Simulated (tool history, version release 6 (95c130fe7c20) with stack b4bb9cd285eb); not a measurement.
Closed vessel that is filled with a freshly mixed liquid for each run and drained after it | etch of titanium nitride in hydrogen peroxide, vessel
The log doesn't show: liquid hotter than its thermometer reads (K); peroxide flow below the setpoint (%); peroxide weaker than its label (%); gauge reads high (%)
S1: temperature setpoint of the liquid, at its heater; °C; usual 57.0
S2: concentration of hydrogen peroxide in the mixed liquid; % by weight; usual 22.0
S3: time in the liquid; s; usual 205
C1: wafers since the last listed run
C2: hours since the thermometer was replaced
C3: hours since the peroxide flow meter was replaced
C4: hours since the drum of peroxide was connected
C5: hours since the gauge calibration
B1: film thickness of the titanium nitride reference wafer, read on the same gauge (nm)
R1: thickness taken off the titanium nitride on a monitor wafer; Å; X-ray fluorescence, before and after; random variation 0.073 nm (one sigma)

run,hour,S1,S2,S3,C1,C2,C3,C4,C5,B1,R1
1,0.0,57.0,22.0,205,0,1697.9,892.6,730.2,1645.2,97.19,89.6
2,39.3,57.0,22.0,205,2781,1737.2,931.9,769.5,1684.5,97.08,86.6
3,171.9,57.0,22.0,205,9386,1869.8,1064.5,902.1,1817.1,96.93,87.9
4,201.4,57.0,26.5,205,2088,1899.3,1094.0,931.6,1846.6,96.80,89.6
5,228.9,57.0,22.0,205,1946,1926.8,1121.5,959.1,1874.1,96.78,87.9
6,268.6,57.0,22.0,205,2810,1966.5,1161.2,998.8,1913.8,96.76,87.1
7,298.0,57.0,22.0,205,2081,1995.9,1190.6,1028.2,1943.2,96.67,87.4
8,332.3,57.0,22.0,205,2428,2030.2,1224.9,1062.5,1977.5,96.66,87.1
9,356.4,57.0,22.0,205,1706,2054.3,1249.0,1086.6,2001.6,96.60,87.3
# hour 478.2: new drum of peroxide connected
10,558.8,54.0,22.0,295,14256,2256.7,1451.4,80.6,2204.0,96.24,103.1
# hour 687.2: gauge calibrated
11,700.9,61.0,22.0,150,10059,2398.8,1593.5,222.7,13.7,99.88,86.2
12,753.2,65.0,22.0,205,3702,2451.1,1645.8,275.0,66.0,99.72,156.0
13,814.0,57.0,22.0,250,4303,2511.9,1706.6,335.8,126.8,99.64,109.7
14,870.9,57.0,22.0,205,4027,2568.8,1763.5,392.7,183.7,99.53,90.6
# hour 894.7: peroxide flow meter replaced
15,922.6,50.5,18.0,80,3588,2620.5,27.9,444.4,235.4,99.44,21.2
16,962.5,65.0,25.0,280,2824,2660.4,67.8,484.3,275.3,99.39,217.0
17,999.0,66.0,22.0,205,2583,2696.9,104.3,520.8,311.8,99.38,165.3
18,1050.4,57.0,22.0,105,3638,2748.3,155.7,572.2,363.2,99.21,47.0
19,1103.4,57.0,22.0,205,3751,2801.3,208.7,625.2,416.2,99.15,90.2
# hour 1147.8: thermometer replaced
20,1159.8,57.0,22.0,205,3921,12.0,265.1,681.6,472.6,99.05,90.8
21,1216.0,53.5,25.0,135,3978,68.2,321.3,737.8,528.8,98.97,47.2
22,1249.6,48.0,22.0,255,2378,101.8,354.9,771.4,562.4,98.93,58.7
23,1300.8,57.0,22.0,315,3624,153.0,406.1,822.6,613.6,98.81,138.9
24,1345.6,53.0,19.0,245,3171,197.8,450.9,867.4,658.4,98.78,79.9
25,1406.6,51.0,22.0,125,4318,258.8,511.9,928.4,719.4,98.66,36.0
26,1477.4,57.0,22.0,205,5011,329.6,582.7,999.2,790.2,98.54,88.7
27,1542.1,52.5,25.0,205,4580,394.3,647.4,1063.9,854.9,98.41,67.7
28,1594.1,57.0,22.0,170,3681,446.3,699.4,1115.9,906.9,98.39,73.1

Measured less the same run without the tool's hidden state. The same run-to-run variation is in both; the gauge's scatter may not be:
run,R1
1,-2.7
2,-2.6
3,-2.9
4,-3.0
5,-2.9
6,-2.9
7,-3.0
8,-3.1
9,-3.0
10,-4.0
11,-0.2
12,-0.4
13,-0.4
14,-0.4
15,-0.2
16,-1.4
17,-1.2
18,-0.3
19,-0.8
20,-0.9
21,-0.4
22,-0.6
23,-1.6
24,-1.0
25,-0.5
26,-1.3
27,-1.1
28,-1.2

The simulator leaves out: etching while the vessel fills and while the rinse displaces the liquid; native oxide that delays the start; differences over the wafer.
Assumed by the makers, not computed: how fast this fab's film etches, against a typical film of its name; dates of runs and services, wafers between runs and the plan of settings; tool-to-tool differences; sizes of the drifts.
